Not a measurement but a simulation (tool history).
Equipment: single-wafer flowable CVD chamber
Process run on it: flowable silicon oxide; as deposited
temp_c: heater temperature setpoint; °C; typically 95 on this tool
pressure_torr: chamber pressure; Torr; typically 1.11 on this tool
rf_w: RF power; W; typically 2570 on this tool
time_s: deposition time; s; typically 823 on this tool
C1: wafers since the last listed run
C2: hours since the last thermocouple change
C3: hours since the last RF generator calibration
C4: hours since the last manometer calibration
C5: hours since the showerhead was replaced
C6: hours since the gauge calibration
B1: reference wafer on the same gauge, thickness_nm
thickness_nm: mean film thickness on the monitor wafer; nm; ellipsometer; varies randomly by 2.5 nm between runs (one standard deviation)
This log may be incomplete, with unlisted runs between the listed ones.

Run 1, day 0.000: usual settings but rf_w 2310 W; C1 0; C2 2728.4; C3 236.5; C4 2648.0; C5 5022.7; C6 1529.7; B1 1010.163. Result: thickness_nm 1003.528 nm.
Run 2, day 1.629: usual settings but temp_c 104 °C; C1 110; C2 2767.5; C3 275.6; C4 2687.1; C5 5061.8; C6 1568.8; B1 1010.023. Result: thickness_nm 724.629 nm.
Run 3, day 3.296: usual settings; C1 112; C2 2807.5; C3 315.6; C4 2727.1; C5 5101.8; C6 1608.8; B1 1010.633. Result: thickness_nm 1018.258 nm.
At day 4.562: showerhead replaced.
Run 4, day 4.583: usual settings but rf_w 2255 W; C1 64; C2 2838.4; C3 346.5; C4 2758.0; C5 0.5; C6 1639.7; B1 1009.615. Result: thickness_nm 998.294 nm.
Run 5, day 5.812: usual settings but temp_c 106 °C, rf_w 2795 W; C1 83; C2 2867.9; C3 376.0; C4 2787.5; C5 30.0; C6 1669.2; B1 1009.892. Result: thickness_nm 679.776 nm.
At day 6.362: gauge calibrated.
At day 8.033: thermocouple changed; heater temperature recalibrated.
Run 6, day 8.321: usual settings but temp_c 106 °C, rf_w 2795 W; C1 146; C2 6.9; C3 436.2; C4 2847.7; C5 90.2; C6 47.0; B1 1009.365. Result: thickness_nm 677.887 nm.
Run 7, day 10.262: usual settings; C1 131; C2 53.5; C3 482.8; C4 2894.3; C5 136.8; C6 93.6; B1 1009.308. Result: thickness_nm 1017.866 nm.
Run 8, day 16.796: usual settings; C1 441; C2 210.3; C3 639.6; C4 3051.1; C5 293.6; C6 250.4; B1 1009.673. Result: thickness_nm 1012.778 nm.
At day 18.962: capacitance manometer re-zeroed and calibrated.
Run 9, day 19.533: usual settings but time_s 935 s; C1 162; C2 276.0; C3 705.3; C4 13.7; C5 359.3; C6 316.1; B1 1009.454. Result: thickness_nm 1169.721 nm.
Run 10, day 21.808: usual settings; C1 153; C2 330.6; C3 759.9; C4 68.3; C5 413.9; C6 370.7; B1 1009.540. Result: thickness_nm 1036.211 nm.
Run 11, day 24.354: usual settings but temp_c 91 °C, rf_w 2115 W; C1 171; C2 391.7; C3 821.0; C4 129.4; C5 475.0; C6 431.8; B1 1010.247. Result: thickness_nm 1171.649 nm.
Run 12, day 26.971: usual settings; C1 176; C2 454.5; C3 883.8; C4 192.2; C5 537.8; C6 494.6; B1 1008.974. Result: thickness_nm 1029.969 nm.
Run 13, day 29.833: usual settings but pressure_torr 1.36 Torr, time_s 766 s; C1 193; C2 523.2; C3 952.5; C4 260.9; C5 606.5; C6 563.3; B1 1009.404. Result: thickness_nm 1168.703 nm.
Run 14, day 31.367: usual settings but temp_c 90 °C, time_s 904 s; C1 103; C2 560.0; C3 989.3; C4 297.7; C5 643.3; C6 600.1; B1 1008.970. Result: thickness_nm 1357.562 nm.
Run 15, day 33.775: usual settings but temp_c 102 °C, pressure_torr 0.95 Torr; C1 162; C2 617.8; C3 1047.1; C4 355.5; C5 701.1; C6 657.9; B1 1009.527. Result: thickness_nm 680.803 nm.
Run 16, day 34.788: usual settings but pressure_torr 1.31 Torr, rf_w 2885 W; C1 68; C2 642.1; C3 1071.4; C4 379.8; C5 725.4; C6 682.2; B1 1009.888. Result: thickness_nm 1224.427 nm.
Run 17, day 37.488: usual settings but temp_c 91 °C, time_s 696 s; C1 182; C2 706.9; C3 1136.2; C4 444.6; C5 790.2; C6 747.0; B1 1009.006. Result: thickness_nm 1012.770 nm.
Run 18, day 38.542: usual settings; C1 71; C2 732.2; C3 1161.5; C4 469.9; C5 815.5; C6 772.3; B1 1009.863. Result: thickness_nm 1032.982 nm.
Run 19, day 40.692: usual settings; C1 145; C2 783.8; C3 1213.1; C4 521.5; C5 867.1; C6 823.9; B1 1009.749. Result: thickness_nm 1031.271 nm.
Run 20, day 42.475: usual settings but temp_c 108 °C, time_s 939 s; C1 120; C2 826.6; C3 1255.9; C4 564.3; C5 909.9; C6 866.7; B1 1009.594. Result: thickness_nm 728.624 nm.
At day 43.292: RF generator calibrated.
Run 21, day 43.621: usual settings; C1 54; C2 854.1; C3 7.9; C4 591.8; C5 937.4; C6 894.2; B1 1010.788. Result: thickness_nm 1032.010 nm.
Run 22, day 44.696: usual settings but temp_c 105 °C, pressure_torr 1.02 Torr, rf_w 2220 W, time_s 929 s; C1 72; C2 879.9; C3 33.7; C4 617.6; C5 963.2; C6 920.0; B1 1010.923. Result: thickness_nm 730.016 nm.
Run 23, day 45.950: usual settings but time_s 736 s; C1 84; C2 910.0; C3 63.8; C4 647.7; C5 993.3; C6 950.1; B1 1010.783. Result: thickness_nm 921.429 nm.
Run 24, day 48.800: usual settings but time_s 736 s; C1 192; C2 978.4; C3 132.2; C4 716.1; C5 1061.7; C6 1018.5; B1 1009.416. Result: thickness_nm 925.349 nm.
Run 25, day 57.354: usual settings but pressure_torr 1.36 Torr, time_s 766 s; C1 577; C2 1183.7; C3 337.5; C4 921.4; C5 1267.0; C6 1223.8; B1 1010.170. Result: thickness_nm 1164.098 nm.
Run 26, day 58.438: usual settings; C1 73; C2 1209.7; C3 363.5; C4 947.4; C5 1293.0; C6 1249.8; B1 1009.626. Result: thickness_nm 1029.212 nm.
Run 27, day 60.912: usual settings but temp_c 109 °C; C1 167; C2 1269.1; C3 422.9; C4 1006.8; C5 1352.4; C6 1309.2; B1 1010.247. Result: thickness_nm 611.403 nm.
Run 28, day 63.000: usual settings but temp_c 82 °C; C1 140; C2 1319.2; C3 473.0; C4 1056.9; C5 1402.5; C6 1359.3; B1 1009.768. Result: thickness_nm 1610.768 nm.

4 ways to go on from here, each from the tool as it stands after run 28. What would each give?
Run A, day 63.025: usual settings but rf_w 2800 W; C1 1; C2 1319.8; C3 473.6; C4 1057.5; C5 1403.1; C6 1359.9; B1 ?. Result: thickness_nm ?.
Run B, day 63.025: usual settings but time_s 873 s; C1 1; C2 1319.8; C3 473.6; C4 1057.5; C5 1403.1; C6 1359.9; B1 ?. Result: thickness_nm ?.
Run C, day 63.025: usual settings but temp_c 105 °C, pressure_torr 0.88 Torr, rf_w 2735 W, time_s 680 s; C1 1; C2 1319.8; C3 473.6; C4 1057.5; C5 1403.1; C6 1359.9; B1 ?. Result: thickness_nm ?.
Run D, day 63.025: usual settings but temp_c 87 °C; C1 1; C2 1319.8; C3 473.6; C4 1057.5; C5 1403.1; C6 1359.9; B1 ?. Result: thickness_nm ?.

run        B1  thickness_nm
  A  1010.182      1033.923
  B  1010.182      1089.347
  C  1010.182       465.067
  D  1010.182      1362.102
Without the tool's unlogged condition, the same runs would have read:
run  thickness_nm
  A      1036.323
  B      1091.875
  C       466.248
  D      1365.263

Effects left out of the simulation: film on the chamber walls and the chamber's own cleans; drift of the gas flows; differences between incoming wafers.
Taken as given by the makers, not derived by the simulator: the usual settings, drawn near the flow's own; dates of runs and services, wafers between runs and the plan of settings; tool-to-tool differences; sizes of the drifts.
